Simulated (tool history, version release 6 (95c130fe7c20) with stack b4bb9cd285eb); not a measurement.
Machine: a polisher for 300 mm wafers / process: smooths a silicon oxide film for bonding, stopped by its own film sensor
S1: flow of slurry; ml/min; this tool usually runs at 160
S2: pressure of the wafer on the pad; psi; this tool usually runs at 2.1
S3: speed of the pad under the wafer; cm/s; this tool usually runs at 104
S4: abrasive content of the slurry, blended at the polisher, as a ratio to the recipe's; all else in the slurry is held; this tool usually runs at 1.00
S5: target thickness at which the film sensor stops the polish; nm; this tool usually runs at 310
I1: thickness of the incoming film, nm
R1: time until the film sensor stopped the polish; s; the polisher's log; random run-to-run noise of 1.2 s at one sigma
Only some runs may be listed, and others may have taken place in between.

run 1 day=0.000 | S1=160 S2=2.1 S3=122 S4=1.00 S5=323 | I1=371.8 | R1=62.1
run 2 day=0.604 | S1=160 S2=2.1 S3=104 S4=1.00 S5=310 | I1=374.7 | R1=92.6
run 3 day=0.933 | S1=160 S2=2.1 S3=104 S4=1.00 S5=310 | I1=365.5 | R1=77.1
run 4 day=1.629 | S1=160 S2=2.1 S3=104 S4=1.00 S5=310 | I1=368.2 | R1=84.3
run 5 day=2.300 | S1=160 S2=2.1 S3=104 S4=1.00 S5=310 | I1=367.0 | R1=82.6
run 6 day=2.992 | S1=160 S2=2.1 S3=104 S4=1.00 S5=310 | I1=362.9 | R1=77.4
run 7 day=3.617 | S1=160 S2=2.1 S3=104 S4=1.00 S5=310 | I1=369.8 | R1=86.1
run 8 day=4.233 | S1=160 S2=2.1 S3=78 S4=0.95 S5=310 | I1=370.4 | R1=114.2
run 9 day=4.929 | S1=160 S2=2.1 S3=78 S4=0.95 S5=310 | I1=368.0 | R1=109.4
-- day=5.129 slurry blender recalibrated
run 10 day=5.588 | S1=160 S2=2.1 S3=78 S4=0.95 S5=310 | I1=365.0 | R1=104.6
-- day=6.000 worn pad replaced by a new one
run 11 day=6.021 | S1=160 S2=2.1 S3=104 S4=1.00 S5=310 | I1=367.6 | R1=86.7
run 12 day=6.617 | S1=160 S2=2.1 S3=104 S4=1.00 S5=310 | I1=363.3 | R1=79.0
run 13 day=7.288 | S1=160 S2=2.1 S3=104 S4=1.00 S5=310 | I1=370.5 | R1=88.9
run 14 day=7.538 | S1=160 S2=2.1 S3=104 S4=1.00 S5=310 | I1=371.4 | R1=91.6
run 15 day=8.100 | S1=160 S2=2.1 S3=104 S4=1.00 S5=310 | I1=364.4 | R1=81.2
run 16 day=8.608 | S1=160 S2=2.1 S3=104 S4=1.00 S5=310 | I1=371.2 | R1=94.3
run 17 day=9.296 | S1=205 S2=2.1 S3=104 S4=1.20 S5=310 | I1=373.0 | R1=84.7
-- day=9.829 head pressure recalibrated
run 18 day=9.850 | S1=160 S2=2.1 S3=128 S4=0.80 S5=299 | I1=371.5 | R1=98.6
run 19 day=10.279 | S1=160 S2=2.4 S3=104 S4=1.00 S5=310 | I1=372.8 | R1=84.6
run 20 day=10.650 | S1=160 S2=2.6 S3=92 S4=0.80 S5=298 | I1=371.8 | R1=110.9
run 21 day=11.012 | S1=135 S2=1.7 S3=90 S4=1.00 S5=310 | I1=370.0 | R1=130.4
run 22 day=11.671 | S1=160 S2=2.1 S3=128 S4=0.80 S5=310 | I1=367.9 | R1=81.0
-- day=12.996 slurry blender recalibrated
-- day=13.400 slurry nozzle cleaned
run 23 day=13.767 | S1=160 S2=2.1 S3=104 S4=1.00 S5=310 | I1=375.9 | R1=91.0
run 24 day=14.192 | S1=160 S2=2.3 S3=104 S4=1.20 S5=310 | I1=372.5 | R1=74.8
run 25 day=14.933 | S1=200 S2=1.9 S3=94 S4=1.00 S5=310 | I1=369.9 | R1=96.0
-- day=15.300 worn pad replaced by a new one
run 26 day=15.467 | S1=160 S2=2.1 S3=88 S4=1.00 S5=291 | I1=366.8 | R1=123.5
run 27 day=16.192 | S1=160 S2=2.1 S3=104 S4=1.00 S5=310 | I1=371.5 | R1=87.6
run 28 day=16.646 | S1=160 S2=2.1 S3=104 S4=1.00 S5=310 | I1=370.5 | R1=84.7
run 29 day=17.179 | S1=215 S2=2.1 S3=104 S4=1.00 S5=310 | I1=373.4 | R1=86.5

Branching from run 29: 5 alternative next runs. What would each branch give?
run A day=17.196 | S1=160 S2=2.1 S3=104 S4=1.00 S5=310 | I1=370.7 | R1=?
run B day=17.196 | S1=160 S2=2.1 S3=104 S4=1.00 S5=319 | I1=370.7 | R1=?
run C day=17.196 | S1=160 S2=2.1 S3=104 S4=1.00 S5=327 | I1=370.7 | R1=?
run D day=17.196 | S1=195 S2=2.1 S3=104 S4=1.00 S5=310 | I1=370.7 | R1=?
run E day=17.196 | S1=160 S2=2.1 S3=104 S4=1.00 S5=291 | I1=370.7 | R1=?

run=A R1=86.5
run=B R1=73.7
run=C R1=62.3
run=D R1=83.0
run=E R1=113.6
Without the tool's hidden state the same runs would have given:
run=A R1=81.9
run=B R1=69.8
run=C R1=59.0
run=D R1=79.4
run=E R1=107.6
